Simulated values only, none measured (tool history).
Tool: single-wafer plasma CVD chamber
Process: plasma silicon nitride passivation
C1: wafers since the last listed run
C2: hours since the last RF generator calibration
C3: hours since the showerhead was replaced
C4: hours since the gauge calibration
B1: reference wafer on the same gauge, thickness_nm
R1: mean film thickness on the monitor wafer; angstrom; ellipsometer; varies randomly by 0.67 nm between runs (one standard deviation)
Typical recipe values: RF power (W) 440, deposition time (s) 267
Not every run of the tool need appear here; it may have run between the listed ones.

{"run": 1, "hour": 0.0, "RF power (W)": 440, "deposition time (s)": 302, "C1": 0, "C2": 1244.1, "C3": 2461.7, "C4": 361.7, "B1": 333.943, "R1": 4043.01}
{"run": 2, "hour": 20.5, "RF power (W)": 440, "deposition time (s)": 302, "C1": 155, "C2": 1264.6, "C3": 2482.2, "C4": 382.2, "B1": 334.019, "R1": 4046.85}
{"run": 3, "hour": 43.0, "RF power (W)": 440, "deposition time (s)": 302, "C1": 171, "C2": 1287.1, "C3": 2504.7, "C4": 404.7, "B1": 333.878, "R1": 4046.83}
{"run": 4, "hour": 80.9, "RF power (W)": 440, "deposition time (s)": 267, "C1": 288, "C2": 1325, "C3": 2542.6, "C4": 442.6, "B1": 333.946, "R1": 3571.77}
{"run": 5, "hour": 109.2, "RF power (W)": 440, "deposition time (s)": 267, "C1": 215, "C2": 1353.3, "C3": 2570.9, "C4": 470.9, "B1": 333.936, "R1": 3556.5}
{"run": 6, "hour": 122.4, "RF power (W)": 440, "deposition time (s)": 225, "C1": 100, "C2": 1366.5, "C3": 2584.1, "C4": 484.1, "B1": 334.12, "R1": 2995.5}
{"hour": 124.4, "done": "gauge calibrated"}
{"run": 7, "hour": 151.3, "RF power (W)": 440, "deposition time (s)": 225, "C1": 219, "C2": 1395.4, "C3": 2613, "C4": 26.9, "B1": 333.973, "R1": 2994.09}
{"run": 8, "hour": 210.0, "RF power (W)": 440, "deposition time (s)": 267, "C1": 446, "C2": 1454.1, "C3": 2671.7, "C4": 85.6, "B1": 334.151, "R1": 3564.21}
{"run": 9, "hour": 233.3, "RF power (W)": 440, "deposition time (s)": 267, "C1": 177, "C2": 1477.4, "C3": 2695, "C4": 108.9, "B1": 333.89, "R1": 3566.91}
{"run": 10, "hour": 246.7, "RF power (W)": 440, "deposition time (s)": 267, "C1": 101, "C2": 1490.8, "C3": 2708.4, "C4": 122.3, "B1": 334.15, "R1": 3558.44}
{"run": 11, "hour": 265.6, "RF power (W)": 440, "deposition time (s)": 267, "C1": 143, "C2": 1509.7, "C3": 2727.3, "C4": 141.2, "B1": 334.007, "R1": 3553.45}
{"run": 12, "hour": 284.4, "RF power (W)": 440, "deposition time (s)": 267, "C1": 142, "C2": 1528.5, "C3": 2746.1, "C4": 160, "B1": 334.069, "R1": 3562.51}
{"run": 13, "hour": 302.6, "RF power (W)": 440, "deposition time (s)": 267, "C1": 138, "C2": 1546.7, "C3": 2764.3, "C4": 178.2, "B1": 333.939, "R1": 3559.71}
{"run": 14, "hour": 399.3, "RF power (W)": 440, "deposition time (s)": 267, "C1": 734, "C2": 1643.4, "C3": 2861, "C4": 274.9, "B1": 334.04, "R1": 3538.49}
{"hour": 409.6, "done": "showerhead replaced"}
{"run": 15, "hour": 434.1, "RF power (W)": 465, "deposition time (s)": 238, "C1": 203, "C2": 1678.2, "C3": 24.5, "C4": 309.7, "B1": 333.94, "R1": 3212.8}
{"hour": 462.9, "done": "RF generator calibrated"}
{"run": 16, "hour": 463.4, "RF power (W)": 365, "deposition time (s)": 298, "C1": 161, "C2": 0.5, "C3": 53.8, "C4": 339, "B1": 333.904, "R1": 3846.3}
{"run": 17, "hour": 476.4, "RF power (W)": 375, "deposition time (s)": 215, "C1": 98, "C2": 13.5, "C3": 66.8, "C4": 352, "B1": 334.079, "R1": 2792.64}
{"run": 18, "hour": 511.2, "RF power (W)": 525, "deposition time (s)": 239, "C1": 264, "C2": 48.3, "C3": 101.6, "C4": 386.8, "B1": 333.995, "R1": 3408.69}

The next listed run, before its measurement:
{"run": 19, "hour": 543.0, "RF power (W)": 440, "deposition time (s)": 226, "C1": 241, "C2": 80.1, "C3": 133.4, "C4": 418.6, "B1": "?", "R1": "?"}

Run 19 yielded B1 333.894, R1 3074.75 angstrom.
Had the tool carried no hidden state, the very same run would have given R1 3092.1 angstrom.
